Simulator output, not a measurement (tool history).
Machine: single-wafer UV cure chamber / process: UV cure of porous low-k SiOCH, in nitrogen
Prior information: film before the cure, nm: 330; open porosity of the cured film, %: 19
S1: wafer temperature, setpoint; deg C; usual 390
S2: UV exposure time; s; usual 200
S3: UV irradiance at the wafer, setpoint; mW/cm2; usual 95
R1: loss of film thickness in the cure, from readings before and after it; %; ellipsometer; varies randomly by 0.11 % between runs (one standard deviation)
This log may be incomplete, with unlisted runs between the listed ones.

Run 1, hour 0.0: usual settings but S1 385 deg C, S3 74 mW/cm2. Result: R1 8.646 %.
Run 2, hour 37.1: usual settings but S1 385 deg C, S3 74 mW/cm2. Result: R1 8.344 %.
Run 3, hour 219.5: usual settings but S1 385 deg C, S3 74 mW/cm2. Result: R1 8.123 %.
Run 4, hour 258.8: usual settings. Result: R1 9.120 %.
Run 5, hour 296.0: usual settings. Result: R1 9.047 %.
Run 6, hour 472.0: usual settings but S3 69 mW/cm2. Result: R1 7.749 %.
At hour 626.8: quartz window cleaned.
Run 7, hour 730.7: usual settings but S3 69 mW/cm2. Result: R1 8.272 %.
Run 8, hour 823.9: usual settings. Result: R1 9.243 %.
Run 9, hour 881.5: usual settings. Result: R1 9.279 %.
Run 10, hour 944.4: usual settings. Result: R1 9.140 %.
Run 11, hour 1003.7: usual settings but S3 81 mW/cm2. Result: R1 8.290 %.
Run 12, hour 1059.9: usual settings. Result: R1 9.248 %.
Run 13, hour 1128.4: usual settings but S1 371 deg C, S2 115 s, S3 83 mW/cm2. Result: R1 6.149 %.
At hour 1198.9: quartz window cleaned.
Run 14, hour 1224.7: usual settings but S1 406 deg C, S2 135 s, S3 114 mW/cm2. Result: R1 9.314 %.
Run 15, hour 1268.4: usual settings but S3 109 mW/cm2. Result: R1 10.281 %.
At hour 1308.1: UV bulbs replaced.
Run 16, hour 1347.1: usual settings but S1 403 deg C, S2 265 s. Result: R1 10.978 %.
Run 17, hour 1421.2: usual settings but S1 407 deg C, S2 250 s, S3 126 mW/cm2. Result: R1 11.982 %.
Run 18, hour 1467.5: usual settings but S2 100 s, S3 112 mW/cm2. Result: R1 7.202 %.

Run 19, settings as shown, results not yet in. Your forecast:
Run 19, hour 1505.5: usual settings but S1 398 deg C, S2 230 s, S3 83 mW/cm2. Result: R1 ?.

{"run 19": {"R1": 9.359}}
With the hidden condition absent and the run-to-run variation left alone, this run would have shown R1 10.102 %.

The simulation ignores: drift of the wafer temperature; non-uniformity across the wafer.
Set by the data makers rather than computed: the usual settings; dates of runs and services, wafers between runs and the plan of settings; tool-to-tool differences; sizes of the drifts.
